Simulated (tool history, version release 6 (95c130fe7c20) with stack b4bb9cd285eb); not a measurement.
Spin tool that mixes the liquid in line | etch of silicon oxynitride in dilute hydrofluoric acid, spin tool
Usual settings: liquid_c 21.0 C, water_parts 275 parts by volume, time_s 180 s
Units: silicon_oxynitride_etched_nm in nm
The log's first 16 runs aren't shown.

run      day  liquid_c  water_parts  time_s  read-back film thickness of the silicon oxynitride reference wafer, read on the same gauge (nm)  silicon_oxynitride_etched_nm
 17   53.488      21.0          275     180                                                                                          100.011                         1.304
 18   56.662      23.5          325     180                                                                                          100.013                         1.185
 19   59.554      21.0          215     220                                                                                          100.016                         2.135
 20   61.817      21.0          160     210                                                                                           99.995                         2.888
 21   63.779      23.5          205      95                                                                                           99.998                         1.122
 22   67.054      21.0          140     180                                                                                           99.999                         2.770
 23   70.296      21.0          275     180                                                                                           99.987                         1.314
      70.567  -- hydrofluoric acid flow meter replaced
 24   72.512      25.5          340     115                                                                                           99.997                         0.769
 25   76.800      17.0          275     180                                                                                           99.987                         1.135
 26   79.971      25.5          275     255                                                                                          100.006                         2.247
 27   81.592      21.0          275     125                                                                                          100.000                         0.930
      82.108  -- thermometer replaced
 28   85.896      21.0          275     180                                                                                          100.005                         1.319
 29   88.467      21.0          275     180                                                                                          100.005                         1.325
 30   97.742      21.0          275     180                                                                                           99.992                         1.314
 31  100.846      18.0          395     140                                                                                           99.990                         0.592
 32  102.396      22.5          275     180                                                                                           99.971                         1.351

Forecast each of these 5 alternatives for the next run:
  A  102.417      21.0          275     180                                                                                                ?                             ?
  B  102.417      21.0          160     180                                                                                                ?                             ?
  C  102.417      18.5          275     180                                                                                                ?                             ?
  D  102.417      23.0          275     100                                                                                                ?                             ?
  E  102.417      21.0          275     260                                                                                                ?                             ?

run  read-back film thickness of the silicon oxynitride reference wafer, read on the same gauge (nm)  silicon_oxynitride_etched_nm
  A                                                                                           99.995                         1.304
  B                                                                                           99.995                         2.419
  C                                                                                           99.995                         1.165
  D                                                                                           99.995                         0.791
  E                                                                                           99.995                         1.883
Without the tool's hidden state the same runs would have given:
run  silicon_oxynitride_etched_nm
  A                         1.304
  B                         2.419
  C                         1.165
  D                         0.791
  E                         1.883
